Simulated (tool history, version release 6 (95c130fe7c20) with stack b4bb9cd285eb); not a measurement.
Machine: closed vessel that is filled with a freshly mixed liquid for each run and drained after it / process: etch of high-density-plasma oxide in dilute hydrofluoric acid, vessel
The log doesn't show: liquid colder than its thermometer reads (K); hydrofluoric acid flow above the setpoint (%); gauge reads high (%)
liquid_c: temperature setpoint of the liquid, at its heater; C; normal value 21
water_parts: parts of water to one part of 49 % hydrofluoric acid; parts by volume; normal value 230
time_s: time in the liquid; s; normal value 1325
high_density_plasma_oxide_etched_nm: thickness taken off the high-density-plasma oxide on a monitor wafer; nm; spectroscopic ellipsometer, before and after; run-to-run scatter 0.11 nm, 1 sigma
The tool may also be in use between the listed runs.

run	hour	liquid_c	water_parts	time_s	wafers since the last listed run	hours since the thermometer was replaced	hours since the hydrofluoric acid flow meter was replaced	hours since the gauge calibration	read-back film thickness of the high-density-plasma oxide reference wafer, read on the same gauge (nm)	high_density_plasma_oxide_etched_nm
1	0	21	230	1325	0	1829	1355.6	413.1	59.99	20.44
2	64.5	23	230	1325	2099	1893.5	1420.1	477.6	60.02	21.86
3	105	23	230	1325	1318	1934	1460.6	518.1	60.02	21.9
4	144.2	23	230	1325	1275	1973.2	1499.8	557.3	60.01	21.82
5	183.3	24.5	230	1325	1272	2012.3	1538.9	596.4	60.03	23
6	211.9	21	285	975	930	2040.9	1567.5	625	60.01	11.44
7	265.3	21	285	975	1737	2094.3	1620.9	678.4	60.01	11.43
8	294.4	21	285	975	947	2123.4	1650	707.5	60.02	11.32
9	359.1	19	230	710	2105	2188.1	1714.7	772.2	59.98	10.02
10	402.1	19	230	710	1399	2231.1	1757.7	815.2	60	9.97
11	466.6	21	310	1325	2099	2295.6	1822.2	879.7	60	13.92
# hour 509.4: hydrofluoric acid flow meter replaced
12	532.2	17	345	730	2102	2361.2	22.8	945.3	60	5.68
13	565.2	25.5	120	1325	1073	2394.2	55.8	978.3	59.98	51.18
# hour 572.2: gauge calibrated
14	605.3	21	140	1325	1305	2434.3	95.9	33.1	60.01	35.49
15	658.2	21	230	1325	1721	2487.2	148.8	86	60.01	19.79
16	683.3	21	165	2095	816	2512.3	173.9	111.1	60	46.83
17	708.2	26	230	1070	810	2537.2	198.8	136	60	19.35
# hour 762: thermometer replaced
18	766.3	18	300	1750	1858	4.3	256.9	194.1	59.98	18.38
19	828.1	17	260	1640	2011	66.1	318.7	255.9	60.06	19.8
20	865	25	335	555	1200	103	355.6	292.8	60.01	6.47
21	918.2	21	285	975	1731	156.2	408.8	346	60.03	12.08
22	965.2	21	230	1325	1529	203.2	455.8	393	59.99	21.7
23	1006.7	22.5	230	590	1350	244.7	497.3	434.5	59.94	10.11

4 options for the next run, each taken on its own from the tool as it stands now. Forecast them:
A	1007.7	21	230	1325	32	245.7	498.3	435.5	?	?
B	1007.7	19.5	120	2030	32	245.7	498.3	435.5	?	?
C	1007.7	19.5	200	675	32	245.7	498.3	435.5	?	?
D	1007.7	21	320	1325	32	245.7	498.3	435.5	?	?

run	read-back film thickness of the high-density-plasma oxide reference wafer, read on the same gauge (nm)	high_density_plasma_oxide_etched_nm
A	60.01	21.55
B	60.01	66.66
C	60.01	12.27
D	60.01	14.25
With no hidden state in the tool, these same runs would have given:
run	high_density_plasma_oxide_etched_nm
A	21.88
B	67.75
C	12.46
D	14.46
